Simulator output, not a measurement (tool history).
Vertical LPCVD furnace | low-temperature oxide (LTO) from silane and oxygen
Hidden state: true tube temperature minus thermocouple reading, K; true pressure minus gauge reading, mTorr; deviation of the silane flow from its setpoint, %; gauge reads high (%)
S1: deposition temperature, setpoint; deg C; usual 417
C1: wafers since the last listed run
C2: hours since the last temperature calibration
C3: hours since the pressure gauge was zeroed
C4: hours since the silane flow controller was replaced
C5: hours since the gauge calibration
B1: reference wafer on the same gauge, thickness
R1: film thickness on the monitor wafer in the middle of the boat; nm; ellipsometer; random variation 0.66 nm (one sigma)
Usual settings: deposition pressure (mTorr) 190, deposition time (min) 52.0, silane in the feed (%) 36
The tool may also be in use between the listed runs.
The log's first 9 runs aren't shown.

Run 10, day 6.046: usual settings; C1 354; C2 4013.9; C3 4308.8; C4 70.2; C5 302.5; B1 427.98. Result: R1 374.20 nm.
Run 11, day 6.846: usual settings but S1 423 deg C; C1 342; C2 4033.1; C3 4328.0; C4 89.4; C5 321.7; B1 428.17. Result: R1 399.12 nm.
Run 12, day 7.238: usual settings but S1 423 deg C; C1 167; C2 4042.5; C3 4337.4; C4 98.8; C5 331.1; B1 427.97. Result: R1 398.54 nm.
Run 13, day 7.896: usual settings but S1 422 deg C; C1 281; C2 4058.3; C3 4353.2; C4 114.6; C5 346.9; B1 428.00. Result: R1 395.50 nm.
Run 14, day 8.700: usual settings; C1 343; C2 4077.6; C3 4372.5; C4 133.9; C5 366.2; B1 428.24. Result: R1 373.56 nm.
At day 8.700: gauge calibrated.
Run 15, day 9.046: usual settings but S1 425 deg C, deposition pressure (mTorr) 155, deposition time (min) 67.0; C1 147; C2 4085.9; C3 4380.8; C4 142.2; C5 8.3; B1 427.94. Result: R1 428.23 nm.
Run 16, day 9.829: usual settings but deposition time (min) 59.5, silane in the feed (%) 42; C1 334; C2 4104.7; C3 4399.6; C4 161.0; C5 27.1; B1 428.24. Result: R1 511.71 nm.
Run 17, day 10.675: usual settings but deposition pressure (mTorr) 205; C1 361; C2 4125.0; C3 4419.9; C4 181.3; C5 47.4; B1 428.09. Result: R1 403.68 nm.
Run 18, day 11.321: usual settings but silane in the feed (%) 40; C1 276; C2 4140.5; C3 4435.4; C4 196.8; C5 62.9; B1 428.08. Result: R1 424.68 nm.
At day 13.033: thermocouples replaced and temperature profile calibrated.
At day 13.550: pressure gauge zeroed.
Run 19, day 13.571: usual settings but deposition pressure (mTorr) 155, deposition time (min) 43.0, silane in the feed (%) 29; C1 312; C2 12.9; C3 0.5; C4 250.8; C5 116.9; B1 428.17. Result: R1 187.92 nm.
Run 20, day 13.771: usual settings but deposition pressure (mTorr) 165, deposition time (min) 68.0, silane in the feed (%) 33; C1 85; C2 17.7; C3 5.3; C4 255.6; C5 121.7; B1 427.88. Result: R1 379.15 nm.
Run 21, day 13.975: usual settings but S1 410 deg C, silane in the feed (%) 38; C1 87; C2 22.6; C3 10.2; C4 260.5; C5 126.6; B1 427.73. Result: R1 370.22 nm.
Run 22, day 14.175: usual settings but S1 422 deg C, deposition time (min) 72.5; C1 85; C2 27.4; C3 15.0; C4 265.3; C5 131.4; B1 428.15. Result: R1 550.57 nm.
Run 23, day 14.375: usual settings but deposition time (min) 71.0; C1 85; C2 32.2; C3 19.8; C4 270.1; C5 136.2; B1 427.92. Result: R1 510.26 nm.
Run 24, day 14.858: usual settings but S1 421 deg C, silane in the feed (%) 31; C1 206; C2 43.8; C3 31.4; C4 281.7; C5 147.8; B1 427.81. Result: R1 320.61 nm.
Run 25, day 15.521: usual settings; C1 283; C2 59.7; C3 47.3; C4 297.6; C5 163.7; B1 428.01. Result: R1 374.35 nm.
Run 26, day 15.929: usual settings but S1 421 deg C, deposition pressure (mTorr) 215, silane in the feed (%) 41; C1 174; C2 69.5; C3 57.1; C4 307.4; C5 173.5; B1 428.05. Result: R1 513.11 nm.
Run 27, day 16.538: usual settings; C1 260; C2 84.1; C3 71.7; C4 322.0; C5 188.1; B1 428.07. Result: R1 372.69 nm.
Run 28, day 17.179: usual settings; C1 274; C2 99.5; C3 87.1; C4 337.4; C5 203.5; B1 427.86. Result: R1 373.42 nm.
Run 29, day 17.929: usual settings; C1 320; C2 117.5; C3 105.1; C4 355.4; C5 221.5; B1 427.73. Result: R1 373.22 nm.
Run 30, day 18.675: usual settings; C1 318; C2 135.4; C3 123.0; C4 373.3; C5 239.4; B1 428.15. Result: R1 372.94 nm.
Run 31, day 19.192: usual settings but deposition pressure (mTorr) 215, deposition time (min) 72.5; C1 220; C2 147.8; C3 135.4; C4 385.7; C5 251.8; B1 427.98. Result: R1 587.19 nm.
Run 32, day 19.821: usual settings but deposition pressure (mTorr) 225, deposition time (min) 44.5; C1 268; C2 162.9; C3 150.5; C4 400.8; C5 266.9; B1 427.92. Result: R1 378.72 nm.

3 ways to go on from here, each from the tool as it stands after run 32. What would each give?
Run A, day 20.025: usual settings; C1 87; C2 167.8; C3 155.4; C4 405.7; C5 271.8; B1 ?. Result: R1 ?.
Run B, day 20.025: usual settings but deposition pressure (mTorr) 160, deposition time (min) 43.5; C1 87; C2 167.8; C3 155.4; C4 405.7; C5 271.8; B1 ?. Result: R1 ?.
Run C, day 20.025: usual settings but S1 412 deg C, deposition pressure (mTorr) 235, deposition time (min) 41.0, silane in the feed (%) 33; C1 87; C2 167.8; C3 155.4; C4 405.7; C5 271.8; B1 ?. Result: R1 ?.

run      B1      R1
  A  428.03  372.87
  B  428.03  262.67
  C  428.03  307.34
Without the tool's hidden state the same runs would have given:
run      R1
  A  373.26
  B  262.94
  C  307.69
